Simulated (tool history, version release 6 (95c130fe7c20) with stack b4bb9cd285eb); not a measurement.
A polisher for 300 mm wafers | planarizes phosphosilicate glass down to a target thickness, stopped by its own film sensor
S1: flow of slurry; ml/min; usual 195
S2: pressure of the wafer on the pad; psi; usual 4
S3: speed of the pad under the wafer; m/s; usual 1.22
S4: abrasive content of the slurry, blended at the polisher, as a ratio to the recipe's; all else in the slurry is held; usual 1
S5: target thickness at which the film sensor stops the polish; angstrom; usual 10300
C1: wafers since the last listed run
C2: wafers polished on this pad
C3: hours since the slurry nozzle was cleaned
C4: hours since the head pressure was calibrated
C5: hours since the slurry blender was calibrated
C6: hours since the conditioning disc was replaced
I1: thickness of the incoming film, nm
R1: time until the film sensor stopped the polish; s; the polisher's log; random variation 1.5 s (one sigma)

{"run": 1, "hour": 0.0, "S1": 195, "S2": 4, "S3": 1.22, "S4": 1, "S5": 10300, "C1": 0, "C2": 464, "C3": 159.8, "C4": 1201.6, "C5": 110.4, "C6": 344.9, "I1": 2139.6, "R1": 110.1}
{"run": 2, "hour": 31.8, "S1": 195, "S2": 4, "S3": 1.22, "S4": 1, "S5": 10300, "C1": 370, "C2": 835, "C3": 191.6, "C4": 1233.4, "C5": 142.2, "C6": 376.7, "I1": 2186.5, "R1": 120.5}
{"run": 3, "hour": 62.1, "S1": 195, "S2": 4, "S3": 1.22, "S4": 1, "S5": 10300, "C1": 352, "C2": 1188, "C3": 221.9, "C4": 1263.7, "C5": 172.5, "C6": 407, "I1": 2141.7, "R1": 119}
{"hour": 69.5, "done": "slurry nozzle cleaned"}
{"hour": 85.1, "done": "worn pad replaced by a new one"}
{"run": 4, "hour": 86.0, "S1": 195, "S2": 4, "S3": 1.22, "S4": 1, "S5": 10300, "C1": 220, "C2": 10, "C3": 16.5, "C4": 1287.6, "C5": 196.4, "C6": 430.9, "I1": 2156.1, "R1": 106.9}
{"run": 5, "hour": 112.8, "S1": 195, "S2": 4.7, "S3": 1.22, "S4": 1, "S5": 10300, "C1": 312, "C2": 323, "C3": 43.3, "C4": 1314.4, "C5": 223.2, "C6": 457.7, "I1": 2136.2, "R1": 95.2}
{"run": 6, "hour": 135.8, "S1": 195, "S2": 4.7, "S3": 1.22, "S4": 1, "S5": 10300, "C1": 267, "C2": 590, "C3": 66.3, "C4": 1337.4, "C5": 246.2, "C6": 480.7, "I1": 2145.8, "R1": 95.4}
{"run": 7, "hour": 170.6, "S1": 195, "S2": 4.7, "S3": 1.22, "S4": 1, "S5": 10300, "C1": 405, "C2": 996, "C3": 101.1, "C4": 1372.2, "C5": 281, "C6": 515.5, "I1": 2145.1, "R1": 104}
{"hour": 190.5, "done": "slurry blender recalibrated"}
{"run": 8, "hour": 191.7, "S1": 195, "S2": 4, "S3": 1.22, "S4": 1, "S5": 10300, "C1": 222, "C2": 1218, "C3": 122.2, "C4": 1393.3, "C5": 1.2, "C6": 536.6, "I1": 2161, "R1": 122.2}
{"hour": 196.5, "done": "worn pad replaced by a new one"}
{"run": 9, "hour": 209.4, "S1": 195, "S2": 4, "S3": 1.22, "S4": 1, "S5": 12080, "C1": 159, "C2": 150, "C3": 139.9, "C4": 1411, "C5": 18.9, "C6": 554.3, "I1": 2143.7, "R1": 89.6}
{"hour": 234.3, "done": "conditioning disc replaced and pad reconditioned"}
{"run": 10, "hour": 244.6, "S1": 195, "S2": 4, "S3": 1.22, "S4": 1, "S5": 12080, "C1": 386, "C2": 536, "C3": 175.1, "C4": 1446.2, "C5": 54.1, "C6": 10.3, "I1": 2155.3, "R1": 91.8}
{"hour": 256.6, "done": "head pressure recalibrated"}
{"run": 11, "hour": 265.2, "S1": 195, "S2": 4, "S3": 1.22, "S4": 1, "S5": 10300, "C1": 216, "C2": 753, "C3": 195.7, "C4": 8.6, "C5": 74.7, "C6": 30.9, "I1": 2158.7, "R1": 115.7}

Forecast run 12:
{"hour": 267.0, "done": "slurry nozzle cleaned"}
{"run": 12, "hour": 299.1, "S1": 195, "S2": 3.2, "S3": 1.08, "S4": 1, "S5": 10300, "C1": 383, "C2": 1136, "C3": 32.1, "C4": 42.5, "C5": 108.6, "C6": 64.8, "I1": 2113.5, "R1": "?"}

{"run 12": {"R1": 152.3}}
Without the tool's hidden state the same run would have given R1 131.8 s.

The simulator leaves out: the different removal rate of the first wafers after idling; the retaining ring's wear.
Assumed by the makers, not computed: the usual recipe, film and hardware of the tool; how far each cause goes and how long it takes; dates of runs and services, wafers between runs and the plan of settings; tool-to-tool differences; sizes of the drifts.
